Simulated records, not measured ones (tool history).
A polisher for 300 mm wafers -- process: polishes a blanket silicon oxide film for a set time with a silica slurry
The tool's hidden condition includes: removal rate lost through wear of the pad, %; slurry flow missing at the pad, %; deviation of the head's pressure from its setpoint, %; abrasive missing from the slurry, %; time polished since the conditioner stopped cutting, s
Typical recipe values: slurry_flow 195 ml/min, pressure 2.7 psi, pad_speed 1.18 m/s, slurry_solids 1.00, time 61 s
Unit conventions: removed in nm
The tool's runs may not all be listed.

| run | hour | slurry_flow | pressure | pad_speed | slurry_solids | time | wafers since the last listed run | wafers polished on this pad | hours since the slurry nozzle was cleaned | hours since the head pressure was calibrated | hours since the slurry blender was calibrated | hours since the conditioning disc was replaced | incoming thickness of the incoming film, nm | removed |
|---|---|---|---|---|---|---|---|---|---|---|---|---|---|---|
| 1 | 0.0 | 195 | 2.7 | 1.18 | 1.00 | 61 | 0 | 415 | 788.9 | 726.3 | 177.8 | 474.8 | 1278.4 | 167.9 |
| 2 | 8.7 | 195 | 2.7 | 1.18 | 1.00 | 61 | 48 | 464 | 797.6 | 735.0 | 186.5 | 483.5 | 1293.6 | 167.3 |
| 3 | 20.3 | 195 | 3.2 | 1.18 | 0.75 | 61 | 65 | 529 | 809.2 | 746.6 | 198.1 | 495.1 | 1253.9 | 147.4 |
| 4 | 37.0 | 195 | 3.2 | 1.18 | 0.75 | 61 | 93 | 623 | 825.9 | 763.3 | 214.8 | 511.8 | 1265.2 | 143.8 |
| 5 | 54.2 | 195 | 3.2 | 1.18 | 1.00 | 61 | 96 | 720 | 843.1 | 780.5 | 232.0 | 529.0 | 1276.7 | 198.6 |
| 6 | 68.2 | 195 | 2.7 | 1.18 | 0.80 | 61 | 78 | 798 | 857.1 | 794.5 | 246.0 | 543.0 | 1258.0 | 135.5 |
| 7 | 75.7 | 195 | 2.7 | 1.18 | 1.00 | 61 | 42 | 840 | 864.6 | 802.0 | 253.5 | 550.5 | 1270.1 | 172.8 |
| 8 | 83.0 | 195 | 2.7 | 1.18 | 1.00 | 61 | 41 | 882 | 871.9 | 809.3 | 260.8 | 557.8 | 1272.6 | 171.7 |
| 9 | 92.3 | 195 | 2.7 | 1.18 | 1.00 | 61 | 52 | 934 | 881.2 | 818.6 | 270.1 | 567.1 | 1278.6 | 172.6 |
| 10 | 102.3 | 195 | 2.7 | 1.18 | 1.00 | 67 | 56 | 990 | 891.2 | 828.6 | 280.1 | 577.1 | 1267.4 | 190.2 |
|  | 115.8 | head pressure recalibrated |
| 11 | 116.3 | 195 | 2.7 | 1.18 | 1.00 | 67 | 67 | 1058 | 905.2 | 0.5 | 294.1 | 591.1 | 1298.4 | 162.8 |
| 12 | 128.9 | 195 | 2.7 | 1.18 | 1.00 | 67 | 70 | 1128 | 917.8 | 13.1 | 306.7 | 603.7 | 1264.6 | 163.8 |
|  | 131.7 | slurry blender recalibrated |
|  | 139.5 | conditioning disc replaced and pad reconditioned |
| 13 | 144.8 | 195 | 2.7 | 1.18 | 1.00 | 51 | 66 | 1195 | 933.7 | 29.0 | 13.1 | 5.3 | 1270.3 | 131.5 |
|  | 147.9 | slurry nozzle cleaned |
| 14 | 157.4 | 195 | 2.7 | 1.18 | 1.00 | 61 | 65 | 1261 | 9.5 | 41.6 | 25.7 | 17.9 | 1277.1 | 155.2 |
|  | 167.4 | worn pad replaced by a new one |
| 15 | 174.7 | 195 | 3.4 | 1.18 | 1.25 | 67 | 74 | 40 | 26.8 | 58.9 | 43.0 | 35.2 | 1270.6 | 247.8 |
| 16 | 191.4 | 195 | 2.7 | 1.18 | 1.00 | 41 | 93 | 134 | 43.5 | 75.6 | 59.7 | 51.9 | 1275.4 | 102.7 |
| 17 | 221.1 | 195 | 2.7 | 1.18 | 1.00 | 61 | 167 | 301 | 73.2 | 105.3 | 89.4 | 81.6 | 1286.6 | 149.8 |
| 18 | 232.1 | 195 | 2.0 | 1.18 | 0.75 | 61 | 61 | 363 | 84.2 | 116.3 | 100.4 | 92.6 | 1274.2 | 83.2 |
| 19 | 246.0 | 195 | 2.7 | 1.18 | 1.00 | 61 | 78 | 441 | 98.1 | 130.2 | 114.3 | 106.5 | 1262.8 | 155.1 |

Run 20, settings as shown, results not yet in. Your forecast:
| 20 | 256.8 | 165 | 2.7 | 1.18 | 1.00 | 61 | 60 | 502 | 108.9 | 141.0 | 125.1 | 117.3 | 1274.3 | ? |

removed: 147.3 nm
Without the tool's hidden state the same run would have given removed 159.3 nm.

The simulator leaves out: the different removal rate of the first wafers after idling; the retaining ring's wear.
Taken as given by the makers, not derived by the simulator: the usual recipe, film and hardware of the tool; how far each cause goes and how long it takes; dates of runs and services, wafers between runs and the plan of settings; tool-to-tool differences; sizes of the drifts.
